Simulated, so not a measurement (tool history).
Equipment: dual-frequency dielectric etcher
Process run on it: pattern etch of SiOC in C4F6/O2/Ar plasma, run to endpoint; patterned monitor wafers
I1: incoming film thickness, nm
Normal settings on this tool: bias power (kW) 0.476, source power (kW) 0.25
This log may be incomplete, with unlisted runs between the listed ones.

run 1 hour=0 | bias_power_(kW)=0.476 source_power_(kW)=0.22 | I1=33.58 | endpoint_time_(s)=15.3
run 2 hour=15.6 | bias_power_(kW)=0.476 source_power_(kW)=0.25 | I1=33.45 | endpoint_time_(s)=14
run 3 hour=31.1 | bias_power_(kW)=0.476 source_power_(kW)=0.25 | I1=33.39 | endpoint_time_(s)=14.1
run 4 hour=47.7 | bias_power_(kW)=0.476 source_power_(kW)=0.25 | I1=33.38 | endpoint_time_(s)=14
run 5 hour=60.7 | bias_power_(kW)=0.476 source_power_(kW)=0.25 | I1=33.67 | endpoint_time_(s)=14.1
run 6 hour=77.3 | bias_power_(kW)=0.476 source_power_(kW)=0.25 | I1=33.48 | endpoint_time_(s)=14.2
run 7 hour=92.1 | bias_power_(kW)=0.476 source_power_(kW)=0.25 | I1=33.6 | endpoint_time_(s)=14.2
run 8 hour=106.8 | bias_power_(kW)=0.476 source_power_(kW)=0.25 | I1=33.27 | endpoint_time_(s)=14.1
run 9 hour=119.1 | bias_power_(kW)=0.476 source_power_(kW)=0.25 | I1=33.42 | endpoint_time_(s)=14.2
run 10 hour=134.3 | bias_power_(kW)=0.526 source_power_(kW)=0.27 | I1=33.28 | endpoint_time_(s)=13
run 11 hour=148.6 | bias_power_(kW)=0.526 source_power_(kW)=0.27 | I1=33.14 | endpoint_time_(s)=13
run 12 hour=161.9 | bias_power_(kW)=0.476 source_power_(kW)=0.27 | I1=33.26 | endpoint_time_(s)=13.5
run 13 hour=168.6 | bias_power_(kW)=0.476 source_power_(kW)=0.23 | I1=33.24 | endpoint_time_(s)=14.8
run 14 hour=183.8 | bias_power_(kW)=0.551 source_power_(kW)=0.3 | I1=33.52 | endpoint_time_(s)=12.2
run 15 hour=199.8 | bias_power_(kW)=0.417 source_power_(kW)=0.28 | I1=33.38 | endpoint_time_(s)=14.3
-- hour=212.5 bias power generator calibrated
run 16 hour=214.2 | bias_power_(kW)=0.431 source_power_(kW)=0.21 | I1=33.45 | endpoint_time_(s)=16.5
-- hour=225.6 source power generator calibrated
-- hour=243.6 wet clean of the chamber
run 17 hour=244.1 | bias_power_(kW)=0.516 source_power_(kW)=0.27 | I1=33.58 | endpoint_time_(s)=12.8
run 18 hour=244.4 | bias_power_(kW)=0.574 source_power_(kW)=0.27 | I1=33.33 | endpoint_time_(s)=12.1
run 19 hour=247.1 | bias_power_(kW)=0.385 source_power_(kW)=0.22 | I1=33.6 | endpoint_time_(s)=16.2
run 20 hour=261.1 | bias_power_(kW)=0.585 source_power_(kW)=0.3 | I1=33.4 | endpoint_time_(s)=11.4
run 21 hour=269 | bias_power_(kW)=0.545 source_power_(kW)=0.25 | I1=33.4 | endpoint_time_(s)=13
run 22 hour=279.9 | bias_power_(kW)=0.476 source_power_(kW)=0.25 | I1=33.28 | endpoint_time_(s)=13.8
run 23 hour=296.9 | bias_power_(kW)=0.476 source_power_(kW)=0.21 | I1=33.75 | endpoint_time_(s)=15
run 24 hour=305.7 | bias_power_(kW)=0.476 source_power_(kW)=0.25 | I1=33.55 | endpoint_time_(s)=14
run 25 hour=312.8 | bias_power_(kW)=0.557 source_power_(kW)=0.25 | I1=33.69 | endpoint_time_(s)=13.1
-- hour=339.5 upper electrode replaced
run 26 hour=365.1 | bias_power_(kW)=0.476 source_power_(kW)=0.25 | I1=33.38 | endpoint_time_(s)=13.8
run 27 hour=373 | bias_power_(kW)=0.521 source_power_(kW)=0.25 | I1=33.18 | endpoint_time_(s)=13.3
run 28 hour=390.5 | bias_power_(kW)=0.521 source_power_(kW)=0.31 | I1=33.22 | endpoint_time_(s)=11.7
run 29 hour=406.2 | bias_power_(kW)=0.419 source_power_(kW)=0.22 | I1=32.93 | endpoint_time_(s)=15.7
run 30 hour=413.5 | bias_power_(kW)=0.476 source_power_(kW)=0.25 | I1=33.81 | endpoint_time_(s)=14.2
run 31 hour=425.2 | bias_power_(kW)=0.476 source_power_(kW)=0.31 | I1=33.23 | endpoint_time_(s)=12.3
run 32 hour=436.2 | bias_power_(kW)=0.564 source_power_(kW)=0.21 | I1=33.52 | endpoint_time_(s)=14.4
run 33 hour=450.9 | bias_power_(kW)=0.405 source_power_(kW)=0.25 | I1=33.52 | endpoint_time_(s)=15
run 34 hour=463.6 | bias_power_(kW)=0.476 source_power_(kW)=0.25 | I1=33.66 | endpoint_time_(s)=14.3

Consider 5 possible next runs. They are alternatives, not a sequence: every one starts from the tool as it was left by run 34. What does each give?
run A hour=464 | bias_power_(kW)=0.444 source_power_(kW)=0.25 | I1=33.18 | endpoint_time_(s)=?
run B hour=464 | bias_power_(kW)=0.544 source_power_(kW)=0.25 | I1=33.18 | endpoint_time_(s)=?
run C hour=464 | bias_power_(kW)=0.387 source_power_(kW)=0.28 | I1=33.18 | endpoint_time_(s)=?
run D hour=464 | bias_power_(kW)=0.589 source_power_(kW)=0.2 | I1=33.18 | endpoint_time_(s)=?
run E hour=464 | bias_power_(kW)=0.532 source_power_(kW)=0.3 | I1=33.18 | endpoint_time_(s)=?

run=A endpoint_time_(s)=14.6
run=B endpoint_time_(s)=13.3
run=C endpoint_time_(s)=14.7
run=D endpoint_time_(s)=14.5
run=E endpoint_time_(s)=12.3
Had the tool no hidden state, the same runs would have come out as:
run=A endpoint_time_(s)=14.2
run=B endpoint_time_(s)=12.9
run=C endpoint_time_(s)=14.2
run=D endpoint_time_(s)=14.1
run=E endpoint_time_(s)=11.9
